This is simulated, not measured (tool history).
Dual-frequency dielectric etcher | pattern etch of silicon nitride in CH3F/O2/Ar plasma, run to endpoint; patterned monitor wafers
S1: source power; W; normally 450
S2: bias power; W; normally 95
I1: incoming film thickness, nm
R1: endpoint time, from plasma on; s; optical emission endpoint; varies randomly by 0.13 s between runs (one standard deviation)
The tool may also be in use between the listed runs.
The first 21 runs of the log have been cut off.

-- hour=265.3 bias power generator calibrated
run 22 hour=265.8 | S1=450 S2=95 | I1=31.60 | R1=42.8
run 23 hour=271.7 | S1=550 S2=111 | I1=31.66 | R1=37.1
run 24 hour=278.1 | S1=500 S2=95 | I1=31.62 | R1=41.2
run 25 hour=293.5 | S1=380 S2=111 | I1=31.71 | R1=41.9
run 26 hour=303.3 | S1=450 S2=77 | I1=31.57 | R1=47.5
run 27 hour=319.5 | S1=400 S2=95 | I1=31.93 | R1=45.0
run 28 hour=330.5 | S1=360 S2=95 | I1=31.63 | R1=45.9
run 29 hour=340.5 | S1=480 S2=95 | I1=31.58 | R1=41.5
run 30 hour=353.7 | S1=420 S2=116 | I1=31.44 | R1=39.2
run 31 hour=369.2 | S1=550 S2=89 | I1=31.74 | R1=41.2
run 32 hour=384.6 | S1=450 S2=95 | I1=31.97 | R1=42.9
run 33 hour=396.9 | S1=400 S2=107 | I1=31.59 | R1=41.6
run 34 hour=412.2 | S1=410 S2=102 | I1=31.69 | R1=42.4
run 35 hour=423.0 | S1=340 S2=73 | I1=31.49 | R1=53.2
run 36 hour=434.8 | S1=550 S2=107 | I1=31.74 | R1=37.3

Predict each of these 3 candidate next runs independently; none follows another, all start after run 36:
run A hour=435.2 | S1=450 S2=73 | I1=31.56 | R1=?
run B hour=435.2 | S1=340 S2=112 | I1=31.56 | R1=?
run C hour=435.2 | S1=380 S2=81 | I1=31.56 | R1=?

run=A R1=48.6
run=B R1=42.8
run=C R1=48.8
Without the tool's unlogged condition, the same runs would have read:
run=A R1=49.4
run=B R1=43.5
run=C R1=49.5

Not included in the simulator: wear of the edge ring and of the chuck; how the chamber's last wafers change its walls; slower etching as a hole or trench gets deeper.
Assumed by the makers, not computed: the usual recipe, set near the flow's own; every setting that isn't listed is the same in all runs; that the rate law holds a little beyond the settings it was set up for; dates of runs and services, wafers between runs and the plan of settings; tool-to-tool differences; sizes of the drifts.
